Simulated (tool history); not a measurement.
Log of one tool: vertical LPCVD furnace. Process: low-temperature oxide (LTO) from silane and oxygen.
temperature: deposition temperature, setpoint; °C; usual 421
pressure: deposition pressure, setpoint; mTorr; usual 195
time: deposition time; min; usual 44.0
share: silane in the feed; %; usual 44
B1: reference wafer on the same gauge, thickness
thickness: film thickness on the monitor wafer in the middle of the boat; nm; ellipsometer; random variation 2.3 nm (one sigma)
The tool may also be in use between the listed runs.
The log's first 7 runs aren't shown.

run 8 hour=239.0 | temperature=421 pressure=195 time=44.0 share=44 | B1=552.35 | thickness=516.53
run 9 hour=266.4 | temperature=415 pressure=195 time=44.0 share=44 | B1=553.17 | thickness=487.71
-- hour=299.9 thermocouples replaced and temperature profile calibrated
run 10 hour=300.4 | temperature=421 pressure=195 time=44.0 share=44 | B1=552.54 | thickness=517.64
run 11 hour=326.8 | temperature=421 pressure=195 time=55.5 share=44 | B1=553.26 | thickness=653.33
run 12 hour=340.1 | temperature=411 pressure=235 time=44.0 share=50 | B1=551.26 | thickness=634.68
run 13 hour=370.7 | temperature=410 pressure=240 time=57.0 share=39 | B1=552.94 | thickness=637.95
run 14 hour=391.8 | temperature=428 pressure=210 time=32.5 share=44 | B1=552.81 | thickness=441.17
run 15 hour=418.4 | temperature=421 pressure=195 time=55.0 share=47 | B1=552.34 | thickness=687.89
run 16 hour=431.4 | temperature=421 pressure=195 time=44.0 share=50 | B1=552.48 | thickness=583.05
-- hour=464.3 pressure gauge zeroed
run 17 hour=464.8 | temperature=421 pressure=195 time=44.0 share=44 | B1=551.71 | thickness=493.21
run 18 hour=469.7 | temperature=411 pressure=195 time=44.0 share=44 | B1=551.34 | thickness=447.60
-- hour=506.6 silane flow controller replaced
run 19 hour=507.1 | temperature=421 pressure=195 time=60.5 share=44 | B1=552.28 | thickness=681.18
run 20 hour=521.3 | temperature=427 pressure=195 time=44.0 share=41 | B1=552.15 | thickness=489.40
run 21 hour=533.4 | temperature=421 pressure=195 time=44.0 share=44 | B1=552.31 | thickness=495.66
run 22 hour=558.3 | temperature=417 pressure=215 time=51.5 share=49 | B1=552.88 | thickness=675.92
run 23 hour=583.2 | temperature=421 pressure=195 time=44.0 share=38 | B1=552.06 | thickness=421.66
run 24 hour=682.8 | temperature=410 pressure=195 time=44.0 share=44 | B1=552.55 | thickness=444.20
-- hour=687.7 gauge calibrated
run 25 hour=709.9 | temperature=432 pressure=195 time=35.0 share=44 | B1=551.46 | thickness=438.37
run 26 hour=741.3 | temperature=433 pressure=195 time=38.5 share=44 | B1=552.87 | thickness=486.15
run 27 hour=767.7 | temperature=421 pressure=195 time=44.0 share=44 | B1=550.85 | thickness=494.99
run 28 hour=793.0 | temperature=428 pressure=210 time=32.5 share=44 | B1=552.67 | thickness=421.67
run 29 hour=809.6 | temperature=421 pressure=195 time=44.0 share=44 | B1=552.23 | thickness=496.67
run 30 hour=845.2 | temperature=421 pressure=175 time=51.0 share=44 | B1=552.51 | thickness=519.62

5 ways to go on from here, each from the tool as it stands after run 30. What would each give?
run A hour=850.2 | temperature=429 pressure=195 time=44.0 share=44 | B1=? | thickness=?
run B hour=850.2 | temperature=426 pressure=165 time=44.0 share=48 | B1=? | thickness=?
run C hour=850.2 | temperature=409 pressure=225 time=60.0 share=50 | B1=? | thickness=?
run D hour=850.2 | temperature=421 pressure=195 time=51.0 share=44 | B1=? | thickness=?
run E hour=850.2 | temperature=421 pressure=155 time=44.0 share=44 | B1=? | thickness=?

run=A B1=552.21 thickness=540.51
run=B B1=552.21 thickness=480.80
run=C B1=552.21 thickness=782.93
run=D B1=552.21 thickness=579.77
run=E B1=552.21 thickness=398.39
Without the tool's hidden state the same runs would have given:
run=A thickness=536.30
run=B thickness=476.39
run=C thickness=777.65
run=D thickness=575.25
run=E thickness=394.49
